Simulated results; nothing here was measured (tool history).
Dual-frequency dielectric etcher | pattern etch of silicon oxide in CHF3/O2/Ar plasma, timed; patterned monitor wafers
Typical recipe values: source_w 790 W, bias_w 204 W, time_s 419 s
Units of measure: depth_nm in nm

run   hour  source_w  bias_w  time_s  wafers since the last listed run  hours since the last wet clean  hours since the last source power generator calibration  hours since the last bias power generator calibration  hours since the last upper electrode change  hours since the gauge calibration  read-back reference wafer on the same gauge, depth_nm  depth_nm
  1      0       790     204     419                                 0                           440.2                                                   4585.3                                                 2253.6                                       4099.9                              289.2                                                 1086.2     936.4
  2     11       790     204     419                                47                           451.2                                                   4596.3                                                 2264.6                                       4110.9                              300.2                                                 1085.8     932.5
  3   43.1       790     204     419                               138                           483.3                                                   4628.4                                                 2296.7                                         4143                              332.3                                                   1086     936.5
  4   52.2       790     204     419                                39                           492.4                                                   4637.5                                                 2305.8                                       4152.1                              341.4                                                 1085.8     935.9
  5   65.6       790     204     419                                57                           505.8                                                   4650.9                                                 2319.2                                       4165.5                              354.8                                                   1086     937.6
  6   77.1       790     204     419                                49                           517.3                                                   4662.4                                                 2330.7                                         4177                              366.3                                                 1086.2     936.2
  7     86       790     204     419                                38                           526.2                                                   4671.3                                                 2339.6                                       4185.9                              375.2                                                 1085.5     936.7
  8   93.2       790     204     419                                31                           533.4                                                   4678.5                                                 2346.8                                       4193.1                              382.4                                                 1086.1     938.3
  9  108.1       790     204   491.5                                64                           548.3                                                   4693.4                                                 2361.7                                         4208                              397.3                                                   1086    1098.7
     122.5  -- gauge calibrated
     136.6  -- wet clean of the chamber
     151.8  -- upper electrode replaced
 10  152.3       640     204     419                                21                            15.7                                                   4737.6                                                 2405.9                                          0.5                               29.8                                                 1086.2     866.7
 11  152.8       790     204     419                                 2                            16.2                                                   4738.1                                                 2406.4                                            1                               30.3                                                 1086.2     933.3
 12  153.2       790     204     419                                 1                            16.6                                                   4738.5                                                 2406.8                                          1.4                               30.7                                                 1086.3       931
 13  153.6       790     204     419                                 1                              17                                                   4738.9                                                 2407.2                                          1.8                               31.1                                                 1085.9     931.9
 14  162.5       790     204   490.5                                38                            25.9                                                   4747.8                                                 2416.1                                         10.7                                 40                                                 1086.1    1089.3
 15  172.6       790     204     419                                43                              36                                                   4757.9                                                 2426.2                                         20.8                               50.1                                                 1086.1     929.2
     178.5  -- source power generator calibrated
 16  186.6       880     204     367                                43                              50                                                      8.1                                                 2440.2                                         34.8                               64.1                                                 1085.9       847

Predict the results of run 17:
 17  198.6       880     204   354.5                                51                              62                                                     20.1                                                 2452.2                                         46.8                               76.1                                                      ?         ?

read-back reference wafer on the same gauge, depth_nm: 1086.1
depth_nm: 817.4 nm
Had the tool carried no hidden state, the very same run would have given depth_nm 815.4 nm.
